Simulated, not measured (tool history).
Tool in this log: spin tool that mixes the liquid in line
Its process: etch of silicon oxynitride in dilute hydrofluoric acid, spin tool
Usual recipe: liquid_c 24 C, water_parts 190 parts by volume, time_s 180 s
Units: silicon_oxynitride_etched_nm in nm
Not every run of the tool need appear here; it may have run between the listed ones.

run	hour	liquid_c	water_parts	time_s	read-back film thickness of the silicon oxynitride reference wafer, read on the same gauge (nm)	silicon_oxynitride_etched_nm
1	0	24	190	180	149.996	1.293
# hour 17.1: gauge calibrated
2	31.7	24	190	180	150.014	1.361
3	45.8	24	190	180	149.986	1.291
4	81.7	24	190	180	150.03	1.348
# hour 103.3: hydrofluoric acid flow meter replaced
5	103.8	25	190	180	150.01	1.223
6	129.3	25	190	180	150.017	1.314
7	160.9	21	190	180	149.988	1.074
8	212.7	21	190	180	149.999	1.102
9	242.9	24	190	180	150.006	1.238
# hour 260.9: hydrofluoric acid flow meter replaced, repeated, since the last time left the tool worse
10	278.2	24	190	180	150.008	1.447
11	300.4	24	190	180	150.007	1.483
12	336.4	24	190	180	149.987	1.394
13	367	24	190	180	149.997	1.412
14	400.8	24	190	180	150.025	1.397
15	419.5	24	120	180	150.007	2.361
16	439	24	190	215	149.992	1.685

Run 17, settings as shown, results not yet in. Your forecast:
# hour 462.5: thermometer replaced
17	534.1	24	190	180	?	?

{"run 17": {"read-back film thickness of the silicon oxynitride reference wafer, read on the same gauge (nm)": 149.994, "silicon_oxynitride_etched_nm": 1.441}}
Without the tool's hidden state the same run would have given silicon_oxynitride_etched_nm 1.53 nm.
